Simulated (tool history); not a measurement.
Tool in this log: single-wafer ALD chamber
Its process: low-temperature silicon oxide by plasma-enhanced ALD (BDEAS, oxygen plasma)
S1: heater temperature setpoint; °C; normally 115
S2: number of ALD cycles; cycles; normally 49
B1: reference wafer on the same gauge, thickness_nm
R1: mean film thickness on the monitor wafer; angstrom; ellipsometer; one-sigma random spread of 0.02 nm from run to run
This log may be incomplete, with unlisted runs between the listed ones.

run 1 hour=0 | S1=115 S2=49 | B1=6.302 | R1=66.06
run 2 hour=78.6 | S1=115 S2=49 | B1=6.295 | R1=65.86
run 3 hour=150.2 | S1=115 S2=49 | B1=6.294 | R1=65.64
run 4 hour=249 | S1=115 S2=49 | B1=6.304 | R1=65.45
run 5 hour=305.9 | S1=115 S2=49 | B1=6.301 | R1=65.42
run 6 hour=374.8 | S1=115 S2=49 | B1=6.296 | R1=65.64
-- hour=385.3 gauge calibrated
run 7 hour=466.7 | S1=115 S2=49 | B1=6.298 | R1=65.51
run 8 hour=555.3 | S1=115 S2=49 | B1=6.294 | R1=65.53
run 9 hour=611.3 | S1=119 S2=49 | B1=6.304 | R1=65.16

Run 10, settings as shown, results not yet in. Your forecast:
-- hour=682.1 thermocouple changed; heater temperature recalibrated
run 10 hour=694.5 | S1=120 S2=41 | B1=? | R1=?

B1: 6.294
R1: 53.98 angstrom
Without the tool's hidden state the same run would have given R1 53.98 angstrom.
